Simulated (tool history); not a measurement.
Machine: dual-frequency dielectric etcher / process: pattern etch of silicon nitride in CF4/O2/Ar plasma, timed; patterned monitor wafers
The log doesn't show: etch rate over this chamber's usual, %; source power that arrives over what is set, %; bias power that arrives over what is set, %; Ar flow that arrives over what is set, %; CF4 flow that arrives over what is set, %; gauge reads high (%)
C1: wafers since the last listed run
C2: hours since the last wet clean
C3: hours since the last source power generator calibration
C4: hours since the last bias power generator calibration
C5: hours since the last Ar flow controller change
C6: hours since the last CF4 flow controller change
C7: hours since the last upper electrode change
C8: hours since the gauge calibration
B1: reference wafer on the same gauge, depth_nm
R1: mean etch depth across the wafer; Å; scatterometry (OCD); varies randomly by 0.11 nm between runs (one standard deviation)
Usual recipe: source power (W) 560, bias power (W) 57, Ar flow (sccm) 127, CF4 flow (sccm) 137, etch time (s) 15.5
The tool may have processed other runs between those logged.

Run 1, day 0.000: usual settings; C1 0; C2 35.1; C3 2691.2; C4 1709.8; C5 2487.8; C6 3440.0; C7 3300.0; C8 763.6; B1 34.11. Result: R1 353.5 Å.
Run 2, day 3.983: usual settings; C1 1361; C2 130.7; C3 2786.8; C4 1805.4; C5 2583.4; C6 3535.6; C7 3395.6; C8 859.2; B1 34.10. Result: R1 354.5 Å.
Run 3, day 13.300: usual settings; C1 3183; C2 354.3; C3 3010.4; C4 2029.0; C5 2807.0; C6 3759.2; C7 3619.2; C8 1082.8; B1 34.07. Result: R1 349.2 Å.
Run 4, day 15.142: usual settings; C1 629; C2 398.5; C3 3054.6; C4 2073.2; C5 2851.2; C6 3803.4; C7 3663.4; C8 1127.0; B1 34.10. Result: R1 349.9 Å.
At day 18.817: source power generator calibrated.
Run 5, day 19.179: usual settings; C1 1322; C2 495.4; C3 8.7; C4 2170.1; C5 2948.1; C6 3900.3; C7 3760.3; C8 1223.9; B1 34.10. Result: R1 350.0 Å.
At day 21.942: gauge calibrated.
Run 6, day 22.021: usual settings; C1 971; C2 563.6; C3 76.9; C4 2238.3; C5 3016.3; C6 3968.5; C7 3828.5; C8 1.9; B1 34.11. Result: R1 347.8 Å.
Run 7, day 23.546: usual settings; C1 521; C2 600.2; C3 113.5; C4 2274.9; C5 3052.9; C6 4005.1; C7 3865.1; C8 38.5; B1 34.09. Result: R1 346.9 Å.
At day 27.221: wet clean of the chamber.
Run 8, day 27.242: usual settings but bias power (W) 69, Ar flow (sccm) 151, CF4 flow (sccm) 170, etch time (s) 12.0; C1 921; C2 0.5; C3 202.2; C4 2363.6; C5 3141.6; C6 4093.8; C7 3953.8; C8 127.2; B1 34.07. Result: R1 315.5 Å.
Run 9, day 29.429: usual settings but bias power (W) 48, etch time (s) 19.0; C1 747; C2 53.0; C3 254.7; C4 2416.1; C5 3194.1; C6 4146.3; C7 4006.3; C8 179.7; B1 34.09. Result: R1 397.1 Å.
At day 29.950: CF4 flow controller replaced.
At day 29.967: bias power generator calibrated.
Run 10, day 31.929: usual settings but source power (W) 640, bias power (W) 62; C1 763; C2 113.0; C3 314.7; C4 47.1; C5 3254.1; C6 47.5; C7 4066.3; C8 239.7; B1 34.12. Result: R1 388.8 Å.
At day 32.729: Ar flow controller replaced.
Run 11, day 35.154: usual settings; C1 1016; C2 190.4; C3 392.1; C4 124.5; C5 58.2; C6 124.9; C7 4143.7; C8 317.1; B1 34.14. Result: R1 344.2 Å.
Run 12, day 36.817: usual settings but bias power (W) 69; C1 568; C2 230.3; C3 432.0; C4 164.4; C5 98.1; C6 164.8; C7 4183.6; C8 357.0; B1 34.08. Result: R1 385.0 Å.
At day 37.962: upper electrode replaced.
Run 13, day 40.167: usual settings but source power (W) 480, CF4 flow (sccm) 128; C1 803; C2 310.7; C3 512.4; C4 244.8; C5 178.5; C6 245.2; C7 52.9; C8 437.4; B1 34.12. Result: R1 316.4 Å.
Run 14, day 44.471: usual settings but source power (W) 500, CF4 flow (sccm) 146; C1 1470; C2 414.0; C3 615.7; C4 348.1; C5 281.8; C6 348.5; C7 156.2; C8 540.7; B1 34.08. Result: R1 325.3 Å.
Run 15, day 48.833: usual settings; C1 1490; C2 518.7; C3 720.4; C4 452.8; C5 386.5; C6 453.2; C7 260.9; C8 645.4; B1 34.08. Result: R1 337.7 Å.

Here are 4 independent what-if runs from the current tool condition. What would each one return?
Run A, day 48.850: usual settings; C1 5; C2 519.1; C3 720.8; C4 453.2; C5 386.9; C6 453.6; C7 261.3; C8 645.8; B1 ?. Result: R1 ?.
Run B, day 48.850: usual settings but source power (W) 700, CF4 flow (sccm) 123; C1 5; C2 519.1; C3 720.8; C4 453.2; C5 386.9; C6 453.6; C7 261.3; C8 645.8; B1 ?. Result: R1 ?.
Run C, day 48.850: usual settings but source power (W) 470, Ar flow (sccm) 144, CF4 flow (sccm) 168, etch time (s) 12.5; C1 5; C2 519.1; C3 720.8; C4 453.2; C5 386.9; C6 453.6; C7 261.3; C8 645.8; B1 ?. Result: R1 ?.
Run D, day 48.850: usual settings but source power (W) 430, Ar flow (sccm) 96, CF4 flow (sccm) 118, etch time (s) 17.0; C1 5; C2 519.1; C3 720.8; C4 453.2; C5 386.9; C6 453.6; C7 261.3; C8 645.8; B1 ?. Result: R1 ?.

run     B1     R1
  A  34.10  337.8
  B  34.10  372.5
  C  34.10  255.3
  D  34.10  328.6
With no hidden state in the tool, these same runs would have given:
run     R1
  A  348.6
  B  384.4
  C  263.4
  D  339.0
